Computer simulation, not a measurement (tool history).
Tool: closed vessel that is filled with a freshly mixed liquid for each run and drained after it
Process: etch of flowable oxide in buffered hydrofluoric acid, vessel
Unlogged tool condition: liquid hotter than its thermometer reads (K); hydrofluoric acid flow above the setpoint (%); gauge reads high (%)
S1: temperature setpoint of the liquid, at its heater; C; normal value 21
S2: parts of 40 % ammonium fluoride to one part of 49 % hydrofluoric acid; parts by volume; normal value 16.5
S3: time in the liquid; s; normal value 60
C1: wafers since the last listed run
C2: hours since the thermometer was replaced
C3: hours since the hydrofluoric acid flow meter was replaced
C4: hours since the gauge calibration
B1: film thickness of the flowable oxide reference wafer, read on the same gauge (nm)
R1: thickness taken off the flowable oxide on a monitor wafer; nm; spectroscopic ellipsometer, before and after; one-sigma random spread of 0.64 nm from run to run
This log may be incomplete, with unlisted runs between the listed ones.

Run 1, hour 0: usual settings but S3 50 s; C1 0; C2 218.2; C3 323.3; C4 622.3; B1 97.3. Result: R1 92.16 nm.
Run 2, hour 26.8: usual settings but S3 50 s; C1 3272; C2 245; C3 350.1; C4 649.1; B1 97.15. Result: R1 92.29 nm.
Run 3, hour 224.4: usual settings but S3 50 s; C1 24129; C2 442.6; C3 547.7; C4 846.7; B1 96.55. Result: R1 90.67 nm.
At hour 349.7: thermometer replaced.
Run 4, hour 393.2: usual settings but S3 40 s; C1 20490; C2 43.5; C3 716.5; C4 1015.5; B1 95.96. Result: R1 72.16 nm.
Run 5, hour 456.5: usual settings but S3 40 s; C1 7729; C2 106.8; C3 779.8; C4 1078.8; B1 95.82. Result: R1 71.45 nm.
Run 6, hour 483.3: usual settings but S3 40 s; C1 3272; C2 133.6; C3 806.6; C4 1105.6; B1 95.71. Result: R1 72.27 nm.
Run 7, hour 543.6: usual settings but S3 70 s; C1 7363; C2 193.9; C3 866.9; C4 1165.9; B1 95.47. Result: R1 127.76 nm.
Run 8, hour 573.8: usual settings; C1 3687; C2 224.1; C3 897.1; C4 1196.1; B1 95.41. Result: R1 107.41 nm.
Run 9, hour 637.2: usual settings; C1 7742; C2 287.5; C3 960.5; C4 1259.5; B1 95.2. Result: R1 108.36 nm.
Run 10, hour 676.7: usual settings; C1 4823; C2 327; C3 1000; C4 1299; B1 95.03. Result: R1 108.66 nm.
Run 11, hour 701.3: usual settings; C1 3004; C2 351.6; C3 1024.6; C4 1323.6; B1 94.96. Result: R1 107.44 nm.
Run 12, hour 730.4: usual settings; C1 3553; C2 380.7; C3 1053.7; C4 1352.7; B1 94.87. Result: R1 107.92 nm.
At hour 767.8: gauge calibrated.
Run 13, hour 801.1: usual settings but S3 30 s; C1 8633; C2 451.4; C3 1124.4; C4 33.3; B1 100.2. Result: R1 56.74 nm.
At hour 828.1: hydrofluoric acid flow meter replaced.
Run 14, hour 836.6: usual settings but S1 18.5 C, S2 21.5 parts by volume, S3 90 s; C1 4212; C2 486.9; C3 8.5; C4 68.8; B1 100.02. Result: R1 115.97 nm.
Run 15, hour 872.1: usual settings but S3 50 s; C1 4335; C2 522.4; C3 44; C4 104.3; B1 99.92. Result: R1 95.39 nm.
Run 16, hour 906: usual settings but S1 17.5 C, S2 14 parts by volume, S3 85 s; C1 4139; C2 556.3; C3 77.9; C4 138.2; B1 99.77. Result: R1 155.82 nm.
Run 17, hour 963.4: usual settings but S3 90 s; C1 7009; C2 613.7; C3 135.3; C4 195.6; B1 99.63. Result: R1 169.96 nm.
At hour 1013.9: thermometer replaced.
Run 18, hour 1026.8: usual settings but S1 18.5 C, S2 22.5 parts by volume, S3 45 s; C1 7619; C2 12.9; C3 198.7; C4 259; B1 99.44. Result: R1 56.22 nm.
Run 19, hour 1081: usual settings but S1 26 C, S2 12.5 parts by volume, S3 70 s; C1 6618; C2 67.1; C3 252.9; C4 313.2; B1 99.27. Result: R1 227.8 nm.
Run 20, hour 1149.2: usual settings but S1 19.5 C, S2 19.5 parts by volume, S3 35 s; C1 8328; C2 135.3; C3 321.1; C4 381.4; B1 98.98. Result: R1 51.44 nm.
Run 21, hour 1192.2: usual settings but S1 18 C; C1 5250; C2 178.3; C3 364.1; C4 424.4; B1 98.92. Result: R1 95.5 nm.
Run 22, hour 1248.2: usual settings but S1 26 C, S2 19 parts by volume, S3 70 s; C1 6838; C2 234.3; C3 420.1; C4 480.4; B1 98.67. Result: R1 150.18 nm.
Run 23, hour 1279.1: usual settings; C1 3773; C2 265.2; C3 451; C4 511.3; B1 98.6. Result: R1 112.13 nm.
Run 24, hour 1319.6: usual settings but S1 19 C, S2 14.5 parts by volume, S3 85 s; C1 4945; C2 305.7; C3 491.5; C4 551.8; B1 98.43. Result: R1 160.73 nm.

Each row is a separate what-if for the run after 24, all from the same tool condition, not one after another. Results?
Run A, hour 1320.3: usual settings; C1 85; C2 306.4; C3 492.2; C4 552.5; B1 ?. Result: R1 ?.
Run B, hour 1320.3: usual settings but S2 14.5 parts by volume, S3 90 s; C1 85; C2 306.4; C3 492.2; C4 552.5; B1 ?. Result: R1 ?.
Run C, hour 1320.3: usual settings but S1 23 C; C1 85; C2 306.4; C3 492.2; C4 552.5; B1 ?. Result: R1 ?.
Run D, hour 1320.3: usual settings but S2 18.5 parts by volume, S3 85 s; C1 85; C2 306.4; C3 492.2; C4 552.5; B1 ?. Result: R1 ?.

run     B1      R1
  A  98.49  111.03
  B  98.49  189.12
  C  98.49  124.03
  D  98.49   140.5
With no hidden state in the tool, these same runs would have given:
run      R1
  A  112.78
  B  192.11
  C  125.99
  D  142.73

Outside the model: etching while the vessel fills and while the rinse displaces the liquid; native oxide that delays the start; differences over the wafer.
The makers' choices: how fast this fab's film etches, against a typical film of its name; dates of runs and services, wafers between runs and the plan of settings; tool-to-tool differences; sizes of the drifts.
